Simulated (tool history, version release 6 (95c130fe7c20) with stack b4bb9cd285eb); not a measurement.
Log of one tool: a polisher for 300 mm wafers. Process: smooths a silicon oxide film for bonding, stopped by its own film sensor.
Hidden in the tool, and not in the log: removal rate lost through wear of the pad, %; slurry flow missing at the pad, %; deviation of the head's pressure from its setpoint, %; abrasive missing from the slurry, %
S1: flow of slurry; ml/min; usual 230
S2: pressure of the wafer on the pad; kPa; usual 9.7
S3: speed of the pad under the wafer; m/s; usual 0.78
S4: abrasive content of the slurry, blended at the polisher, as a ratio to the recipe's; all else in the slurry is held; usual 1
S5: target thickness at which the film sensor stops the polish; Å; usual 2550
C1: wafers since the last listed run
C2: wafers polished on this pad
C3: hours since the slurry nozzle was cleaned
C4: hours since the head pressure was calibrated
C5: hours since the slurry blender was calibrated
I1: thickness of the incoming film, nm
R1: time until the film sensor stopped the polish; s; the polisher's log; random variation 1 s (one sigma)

| run | hour | S1 | S2 | S3 | S4 | S5 | C1 | C2 | C3 | C4 | C5 | I1 | R1 |
|---|---|---|---|---|---|---|---|---|---|---|---|---|---|
| 1 | 0 | 230 | 9.7 | 0.78 | 1 | 2550 | 0 | 4167 | 355.6 | 830.8 | 238.5 | 286.1 | 66.5 |
| 2 | 25.6 | 230 | 9.7 | 0.78 | 1 | 2550 | 254 | 4421 | 381.2 | 856.4 | 264.1 | 288.2 | 71.2 |
|  | 51.9 | worn pad replaced by a new one |
| 3 | 79 | 230 | 9.7 | 0.78 | 1 | 2550 | 490 | 269 | 434.6 | 909.8 | 317.5 | 294.8 | 85.8 |
| 4 | 111.2 | 230 | 9.7 | 0.78 | 1 | 2550 | 319 | 588 | 466.8 | 942 | 349.7 | 287.4 | 69.5 |
| 5 | 157.4 | 230 | 9.7 | 0.78 | 1 | 2550 | 458 | 1047 | 513 | 988.2 | 395.9 | 293.5 | 84.6 |
|  | 178.3 | slurry nozzle cleaned |
| 6 | 196.7 | 230 | 9.7 | 0.78 | 1 | 2550 | 380 | 1427 | 18.4 | 1027.5 | 435.2 | 292.4 | 81.4 |
|  | 234.2 | slurry blender recalibrated |
| 7 | 234.7 | 230 | 9.7 | 0.78 | 1 | 2550 | 357 | 1784 | 56.4 | 1065.5 | 0.5 | 290.1 | 74.8 |
| 8 | 298.9 | 200 | 9.7 | 0.6 | 1 | 2550 | 637 | 2421 | 120.6 | 1129.7 | 64.7 | 291.1 | 94.9 |
| 9 | 337.5 | 230 | 9.7 | 0.62 | 0.8 | 2490 | 383 | 2804 | 159.2 | 1168.3 | 103.3 | 286.6 | 100.6 |
| 10 | 390 | 230 | 9.7 | 0.56 | 1 | 2550 | 520 | 3325 | 211.7 | 1220.8 | 155.8 | 286.5 | 80.3 |
|  | 406.8 | head pressure recalibrated |
| 11 | 448.9 | 230 | 9.7 | 0.78 | 0.8 | 2550 | 564 | 3890 | 270.6 | 42.1 | 214.7 | 287.4 | 74.3 |
| 12 | 496.2 | 230 | 11 | 0.7 | 1 | 2550 | 469 | 4359 | 317.9 | 89.4 | 262 | 285.2 | 60.5 |
|  | 510.5 | worn pad replaced by a new one |
| 13 | 556.7 | 265 | 9.7 | 0.78 | 1.3 | 2550 | 560 | 458 | 378.4 | 149.9 | 322.5 | 288.4 | 64.8 |
| 14 | 591.8 | 195 | 9.7 | 0.6 | 1 | 2550 | 348 | 807 | 413.5 | 185 | 357.6 | 294.6 | 102.9 |
| 15 | 642.5 | 230 | 8.3 | 0.6 | 1 | 2550 | 503 | 1310 | 464.2 | 235.7 | 408.3 | 287.5 | 94.2 |
|  | 669.9 | slurry blender recalibrated |
| 16 | 674.4 | 230 | 11 | 0.54 | 0.7 | 2550 | 296 | 1607 | 496.1 | 267.6 | 4.5 | 292.9 | 99.3 |
|  | 715.6 | slurry nozzle cleaned |
| 17 | 740 | 230 | 9.7 | 0.94 | 1 | 2550 | 641 | 2248 | 24.4 | 333.2 | 70.1 | 285.8 | 58.9 |
| 18 | 809.3 | 175 | 12.4 | 0.78 | 1.1 | 2660 | 687 | 2935 | 93.7 | 402.5 | 139.4 | 291.7 | 42.3 |
| 19 | 845.7 | 230 | 9.7 | 0.78 | 1 | 2550 | 361 | 3297 | 130.1 | 438.9 | 175.8 | 287.1 | 69.8 |
| 20 | 895.4 | 205 | 9.7 | 0.64 | 1 | 2610 | 493 | 3790 | 179.8 | 488.6 | 225.5 | 287.6 | 64.7 |
| 21 | 935.7 | 230 | 11 | 0.54 | 0.7 | 2550 | 399 | 4190 | 220.1 | 528.9 | 265.8 | 287 | 85.4 |
|  | 949.9 | worn pad replaced by a new one |
| 22 | 1006.9 | 230 | 9.7 | 0.78 | 0.7 | 2550 | 666 | 565 | 291.3 | 600.1 | 337 | 294.1 | 95.9 |
| 23 | 1054.4 | 165 | 9.7 | 0.78 | 0.85 | 2480 | 471 | 1036 | 338.8 | 647.6 | 384.5 | 293.6 | 109.7 |
|  | 1086.1 | slurry blender recalibrated |
| 24 | 1088.3 | 230 | 9.7 | 0.78 | 1 | 2550 | 316 | 1353 | 372.7 | 681.5 | 2.2 | 293.6 | 83.8 |
| 25 | 1152.6 | 230 | 9.7 | 0.78 | 1 | 2550 | 638 | 1991 | 437 | 745.8 | 66.5 | 287.5 | 69.4 |
| 26 | 1192 | 285 | 7.6 | 0.78 | 1 | 2550 | 390 | 2382 | 476.4 | 785.2 | 105.9 | 286.9 | 84.1 |
| 27 | 1251.4 | 230 | 7.6 | 0.78 | 1 | 2550 | 589 | 2972 | 535.8 | 844.6 | 165.3 | 293.3 | 104.3 |
| 28 | 1282.9 | 265 | 9.7 | 0.78 | 1.3 | 2550 | 312 | 3284 | 567.3 | 876.1 | 196.8 | 285.8 | 61.1 |
| 29 | 1310.5 | 230 | 9.7 | 0.78 | 1 | 2550 | 273 | 3558 | 594.9 | 903.7 | 224.4 | 289.4 | 74.3 |
|  | 1329.4 | slurry nozzle cleaned |
| 30 | 1350.8 | 230 | 9.7 | 0.78 | 1 | 2550 | 390 | 3948 | 21.4 | 944 | 264.7 | 284.4 | 61.6 |
| 31 | 1421.2 | 170 | 9.7 | 0.78 | 0.9 | 2650 | 698 | 4647 | 91.8 | 1014.4 | 335.1 | 289.2 | 55.2 |

Forecast each of these 3 alternatives for the next run:
| A | 1421.7 | 230 | 9.7 | 0.78 | 1 | 2550 | 2 | 4650 | 92.3 | 1014.9 | 335.6 | 288.8 | ? |
| B | 1421.7 | 160 | 9.7 | 0.78 | 1.1 | 2550 | 2 | 4650 | 92.3 | 1014.9 | 335.6 | 288.8 | ? |
| C | 1421.7 | 230 | 13.1 | 0.64 | 1.1 | 2500 | 2 | 4650 | 92.3 | 1014.9 | 335.6 | 288.8 | ? |

| run | R1 |
|---|---|
| A | 72.9 |
| B | 74.1 |
| C | 68.1 |
Without the tool's hidden state the same runs would have given:
| run | R1 |
|---|---|
| A | 72.9 |
| B | 74.1 |
| C | 68.1 |

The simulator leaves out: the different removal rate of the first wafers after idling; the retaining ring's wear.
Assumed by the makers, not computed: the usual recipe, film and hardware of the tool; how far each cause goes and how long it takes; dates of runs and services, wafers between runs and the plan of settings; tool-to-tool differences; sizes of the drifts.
